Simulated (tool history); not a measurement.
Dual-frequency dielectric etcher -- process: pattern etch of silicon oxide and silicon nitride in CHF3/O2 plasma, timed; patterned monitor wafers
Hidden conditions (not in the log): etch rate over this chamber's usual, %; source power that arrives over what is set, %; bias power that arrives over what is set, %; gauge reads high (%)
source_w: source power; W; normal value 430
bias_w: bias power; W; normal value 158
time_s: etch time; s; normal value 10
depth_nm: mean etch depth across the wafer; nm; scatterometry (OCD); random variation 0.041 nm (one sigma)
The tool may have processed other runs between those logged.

| run | hour | source_w | bias_w | time_s | wafers since the last listed run | hours since the last wet clean | hours since the last source power generator calibration | hours since the last bias power generator calibration | hours since the last upper electrode change | hours since the gauge calibration | read-back reference wafer on the same gauge, depth_nm | depth_nm |
|---|---|---|---|---|---|---|---|---|---|---|---|---|
| 1 | 0 | 430 | 172 | 10 | 0 | 101.6 | 1950.5 | 1919.9 | 2509.3 | 909.9 | 12.59 | 13.18 |
| 2 | 49.1 | 430 | 158 | 10 | 849 | 150.7 | 1999.6 | 1969 | 2558.4 | 959 | 12.59 | 12.71 |
| 3 | 141.5 | 430 | 158 | 10 | 1598 | 243.1 | 2092 | 2061.4 | 2650.8 | 1051.4 | 12.63 | 12.74 |
| 4 | 238.9 | 430 | 158 | 10 | 1684 | 340.5 | 2189.4 | 2158.8 | 2748.2 | 1148.8 | 12.65 | 12.83 |
| 5 | 296.7 | 430 | 158 | 8 | 999 | 398.3 | 2247.2 | 2216.6 | 2806 | 1206.6 | 12.64 | 10.22 |
|  | 367.1 | wet clean of the chamber |
| 6 | 367.6 | 430 | 158 | 10 | 811 | 0.5 | 2318.1 | 2287.5 | 2876.9 | 1277.5 | 12.65 | 12.73 |
| 7 | 442.1 | 430 | 158 | 10 | 1288 | 75 | 2392.6 | 2362 | 2951.4 | 1352 | 12.67 | 12.82 |
| 8 | 516.2 | 430 | 158 | 10 | 1281 | 149.1 | 2466.7 | 2436.1 | 3025.5 | 1426.1 | 12.66 | 12.83 |
| 9 | 569.2 | 430 | 158 | 10 | 916 | 202.1 | 2519.7 | 2489.1 | 3078.5 | 1479.1 | 12.66 | 12.82 |
| 10 | 674.5 | 350 | 158 | 12 | 1821 | 307.4 | 2625 | 2594.4 | 3183.8 | 1584.4 | 12.67 | 14.5 |
|  | 721.7 | source power generator calibrated |
| 11 | 742.7 | 430 | 158 | 10 | 1110 | 375.6 | 21 | 2662.6 | 3252 | 1652.6 | 12.69 | 12.8 |
|  | 810.9 | wet clean of the chamber |
| 12 | 811.4 | 430 | 158 | 10 | 773 | 0.5 | 89.7 | 2731.3 | 3320.7 | 1721.3 | 12.69 | 12.74 |
|  | 939.1 | upper electrode replaced |
| 13 | 991.6 | 430 | 158 | 10 | 2701 | 180.7 | 269.9 | 2911.5 | 52.5 | 1901.5 | 12.72 | 12.87 |
| 14 | 1073.1 | 490 | 158 | 10 | 1409 | 262.2 | 351.4 | 2993 | 134 | 1983 | 12.7 | 13.28 |
| 15 | 1138.5 | 430 | 195 | 7 | 1131 | 327.6 | 416.8 | 3058.4 | 199.4 | 2048.4 | 12.7 | 9.78 |
|  | 1206.2 | wet clean of the chamber |
| 16 | 1244.3 | 430 | 190 | 12.5 | 1414 | 38.1 | 522.6 | 3164.2 | 305.2 | 2154.2 | 12.71 | 17.35 |
| 17 | 1326.6 | 430 | 172 | 10 | 1423 | 120.4 | 604.9 | 3246.5 | 387.5 | 2236.5 | 12.72 | 13.37 |
| 18 | 1386.2 | 350 | 174 | 12.5 | 1030 | 180 | 664.5 | 3306.1 | 447.1 | 2296.1 | 12.71 | 15.92 |
| 19 | 1433.4 | 430 | 158 | 10 | 816 | 227.2 | 711.7 | 3353.3 | 494.3 | 2343.3 | 12.72 | 12.83 |
| 20 | 1486.3 | 520 | 188 | 10 | 914 | 280.1 | 764.6 | 3406.2 | 547.2 | 2396.2 | 12.71 | 14.6 |
|  | 1524.2 | gauge calibrated |
| 21 | 1564.1 | 340 | 181 | 8.5 | 1345 | 357.9 | 842.4 | 3484 | 625 | 39.9 | 12.3 | 10.59 |
|  | 1575.7 | bias power generator calibrated |
|  | 1633.2 | wet clean of the chamber |
| 22 | 1633.7 | 430 | 158 | 10 | 719 | 0.5 | 912 | 58 | 694.6 | 109.5 | 12.34 | 12.48 |
| 23 | 1677.1 | 430 | 158 | 7 | 750 | 43.9 | 955.4 | 101.4 | 738 | 152.9 | 12.33 | 8.78 |
| 24 | 1779.8 | 380 | 158 | 10 | 1776 | 146.6 | 1058.1 | 204.1 | 840.7 | 255.6 | 12.39 | 12.15 |

Run 25 is up next; what results do you expect?
| 25 | 1830.5 | 430 | 158 | 10 | 876 | 197.3 | 1108.8 | 254.8 | 891.4 | 306.3 | ? | ? |

Run 25 measured read-back reference wafer on the same gauge, depth_nm 12.39, depth_nm 12.51 nm.
With the hidden condition absent and the run-to-run variation left alone, this run would have shown depth_nm 12.41 nm.
